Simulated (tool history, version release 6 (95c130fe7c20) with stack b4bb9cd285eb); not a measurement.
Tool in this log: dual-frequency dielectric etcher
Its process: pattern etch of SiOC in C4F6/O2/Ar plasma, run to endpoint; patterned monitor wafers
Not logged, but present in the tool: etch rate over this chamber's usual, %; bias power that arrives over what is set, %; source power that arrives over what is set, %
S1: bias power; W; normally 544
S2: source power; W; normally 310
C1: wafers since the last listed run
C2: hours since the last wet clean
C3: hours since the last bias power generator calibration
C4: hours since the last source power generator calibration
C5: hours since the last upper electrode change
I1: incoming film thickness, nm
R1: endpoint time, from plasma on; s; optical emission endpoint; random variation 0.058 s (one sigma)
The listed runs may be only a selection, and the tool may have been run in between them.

Run 1, hour 0: usual settings; C1 0; C2 62.8; C3 4827.7; C4 3984.9; C5 2814.3; I1 33.08. Result: R1 12.6 s.
Run 2, hour 6: usual settings; C1 93; C2 68.8; C3 4833.7; C4 3990.9; C5 2820.3; I1 33.19. Result: R1 12.6 s.
Run 3, hour 20.9: usual settings; C1 232; C2 83.7; C3 4848.6; C4 4005.8; C5 2835.2; I1 33.49. Result: R1 12.8 s.
Run 4, hour 35.6: usual settings but S1 621 W, S2 330 W; C1 229; C2 98.4; C3 4863.3; C4 4020.5; C5 2849.9; I1 32.86. Result: R1 11.3 s.
Run 5, hour 50.5: usual settings but S1 621 W, S2 330 W; C1 232; C2 113.3; C3 4878.2; C4 4035.4; C5 2864.8; I1 32.91. Result: R1 11.5 s.
Run 6, hour 65.8: usual settings but S1 621 W, S2 330 W; C1 239; C2 128.6; C3 4893.5; C4 4050.7; C5 2880.1; I1 33.21. Result: R1 11.5 s.
Run 7, hour 82.8: usual settings; C1 265; C2 145.6; C3 4910.5; C4 4067.7; C5 2897.1; I1 33.14. Result: R1 12.4 s.
Run 8, hour 90.1: usual settings; C1 114; C2 152.9; C3 4917.8; C4 4075; C5 2904.4; I1 33.29. Result: R1 12.5 s.
Run 9, hour 105.6: usual settings; C1 242; C2 168.4; C3 4933.3; C4 4090.5; C5 2919.9; I1 33.24. Result: R1 12.4 s.
Run 10, hour 120: usual settings; C1 225; C2 182.8; C3 4947.7; C4 4104.9; C5 2934.3; I1 33.43. Result: R1 12.6 s.
At hour 131.8: bias power generator calibrated.
Run 11, hour 134.2: usual settings; C1 159; C2 197; C3 2.4; C4 4119.1; C5 2948.5; I1 33.4. Result: R1 12.5 s.
Run 12, hour 151: usual settings; C1 262; C2 213.8; C3 19.2; C4 4135.9; C5 2965.3; I1 33.15. Result: R1 12.4 s.
At hour 170.9: source power generator calibrated.
Run 13, hour 171.4: usual settings; C1 256; C2 234.2; C3 39.6; C4 0.5; C5 2985.7; I1 32.98. Result: R1 12.3 s.
Run 14, hour 186: usual settings; C1 228; C2 248.8; C3 54.2; C4 15.1; C5 3000.3; I1 33.28. Result: R1 12.5 s.
Run 15, hour 193.3: usual settings; C1 114; C2 256.1; C3 61.5; C4 22.4; C5 3007.6; I1 32.84. Result: R1 12.1 s.
Run 16, hour 200.9: usual settings; C1 118; C2 263.7; C3 69.1; C4 30; C5 3015.2; I1 33.17. Result: R1 12.3 s.
Run 17, hour 213.8: usual settings; C1 201; C2 276.6; C3 82; C4 42.9; C5 3028.1; I1 32.93. Result: R1 12.3 s.
At hour 240.4: wet clean of the chamber.
Run 18, hour 257.9: usual settings; C1 314; C2 17.5; C3 126.1; C4 87; C5 3072.2; I1 33.44. Result: R1 12.8 s.
At hour 304.3: upper electrode replaced, of another model than before.
Run 19, hour 310.5: usual settings but S1 413 W; C1 447; C2 70.1; C3 178.7; C4 139.6; C5 6.2; I1 33.26. Result: R1 13.6 s.
Run 20, hour 327.1: usual settings but S1 661 W, S2 230 W; C1 259; C2 86.7; C3 195.3; C4 156.2; C5 22.8; I1 33.39. Result: R1 20 s.
Run 21, hour 337.7: usual settings but S1 411 W, S2 240 W; C1 165; C2 97.3; C3 205.9; C4 166.8; C5 33.4; I1 33.12. Result: R1 19.7 s.
Run 22, hour 351.4: usual settings but S1 598 W; C1 214; C2 111; C3 219.6; C4 180.5; C5 47.1; I1 32.96. Result: R1 12 s.
Run 23, hour 366.1: usual settings but S1 579 W, S2 280 W; C1 229; C2 125.7; C3 234.3; C4 195.2; C5 61.8; I1 32.98. Result: R1 13.8 s.
Run 24, hour 374: usual settings but S1 496 W, S2 340 W; C1 123; C2 133.6; C3 242.2; C4 203.1; C5 69.7; I1 33.15. Result: R1 11.8 s.
Run 25, hour 387.6: usual settings but S1 430 W; C1 212; C2 147.2; C3 255.8; C4 216.7; C5 83.3; I1 33.19. Result: R1 13.2 s.
Run 26, hour 406.2: usual settings but S2 360 W; C1 290; C2 165.8; C3 274.4; C4 235.3; C5 101.9; I1 33.14. Result: R1 10.9 s.

Predict each of these 3 candidate next runs independently; none follows another, all start after run 26:
Run A, hour 406.6: usual settings but S1 424 W; C1 6; C2 166.2; C3 274.8; C4 235.7; C5 102.3; I1 32.95. Result: R1 ?.
Run B, hour 406.6: usual settings but S1 473 W; C1 6; C2 166.2; C3 274.8; C4 235.7; C5 102.3; I1 32.95. Result: R1 ?.
Run C, hour 406.6: usual settings but S1 647 W, S2 340 W; C1 6; C2 166.2; C3 274.8; C4 235.7; C5 102.3; I1 32.95. Result: R1 ?.

run    R1
  A  13.1
  B  12.7
  C  10.7
Had the tool no hidden state, the same runs would have come out as:
run    R1
  A  13.3
  B    13
  C  10.9
